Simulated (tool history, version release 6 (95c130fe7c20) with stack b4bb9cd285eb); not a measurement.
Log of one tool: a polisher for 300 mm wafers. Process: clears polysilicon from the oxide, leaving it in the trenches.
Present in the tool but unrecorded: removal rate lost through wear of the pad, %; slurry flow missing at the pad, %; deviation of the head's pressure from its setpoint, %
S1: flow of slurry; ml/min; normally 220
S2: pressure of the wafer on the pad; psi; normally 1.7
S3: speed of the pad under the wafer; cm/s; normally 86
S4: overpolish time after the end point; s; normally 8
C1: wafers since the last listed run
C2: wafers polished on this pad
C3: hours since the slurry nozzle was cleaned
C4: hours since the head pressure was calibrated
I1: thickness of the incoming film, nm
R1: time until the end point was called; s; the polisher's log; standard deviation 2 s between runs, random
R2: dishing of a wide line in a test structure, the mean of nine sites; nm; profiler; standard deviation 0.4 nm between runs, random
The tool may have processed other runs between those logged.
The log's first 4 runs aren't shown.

run	hour	S1	S2	S3	S4	C1	C2	C3	C4	I1	R1	R2
5	107.9	220	1.7	86	8	221	1843	25.8	973.3	719	123.2	25.2
6	122.4	220	1.7	86	11	164	2008	40.3	987.8	735.6	127.6	29.5
# hour 150.3: worn pad replaced by a new one
7	156	220	1.7	86	11	336	64	73.9	1021.4	734.8	120.1	30.5
8	204.7	220	1.7	86	8	554	618	122.6	1070.1	731.7	122.6	27.2
9	235.6	220	1.7	86	8	351	970	153.5	1101	731.3	119.4	25.9
10	256.9	220	1.7	86	8	242	1212	174.8	1122.3	745.3	123.3	26.4
11	306.5	220	1.7	86	8	564	1777	224.4	1171.9	725.8	126.9	26.2
12	330.6	175	1.7	86	8	274	2051	248.5	1196	734.7	132.3	25.7
# hour 349.2: worn pad replaced by a new one
13	349.7	175	1.7	86	8	171	5	267.6	1215.1	729.3	117.5	25.9
# hour 360.6: head pressure recalibrated
14	370.3	175	1.7	86	8	211	216	288.2	9.7	729.1	120.5	26.5
15	405.7	220	1.7	106	8	402	619	323.6	45.1	730.7	98.8	29
16	438.2	220	1.7	106	8	369	989	356.1	77.6	726.6	103.9	28.8
# hour 454.5: slurry nozzle cleaned
17	458.6	220	1.7	86	8	220	1210	4.1	98	717	117.6	26.1
18	491.6	220	1.7	86	8	375	1585	37.1	131	743.5	125.9	25.6
19	503.9	220	1.7	86	12	139	1725	49.4	143.3	732.4	124.8	30.7
20	536.9	220	1.7	70	4	375	2101	82.4	176.3	743.3	149.7	14.7

What will run 21 give?
# hour 552.8: worn pad replaced by a new one
21	566.4	220	1.7	86	12	290	154	111.9	205.8	730.6	?	?

Logged for run 21: R1 119.3 s, R2 32.2 nm.
If the tool had no hidden condition, the same run with the same run-to-run variation would have returned R1 118.4 s, R2 32.3 nm.

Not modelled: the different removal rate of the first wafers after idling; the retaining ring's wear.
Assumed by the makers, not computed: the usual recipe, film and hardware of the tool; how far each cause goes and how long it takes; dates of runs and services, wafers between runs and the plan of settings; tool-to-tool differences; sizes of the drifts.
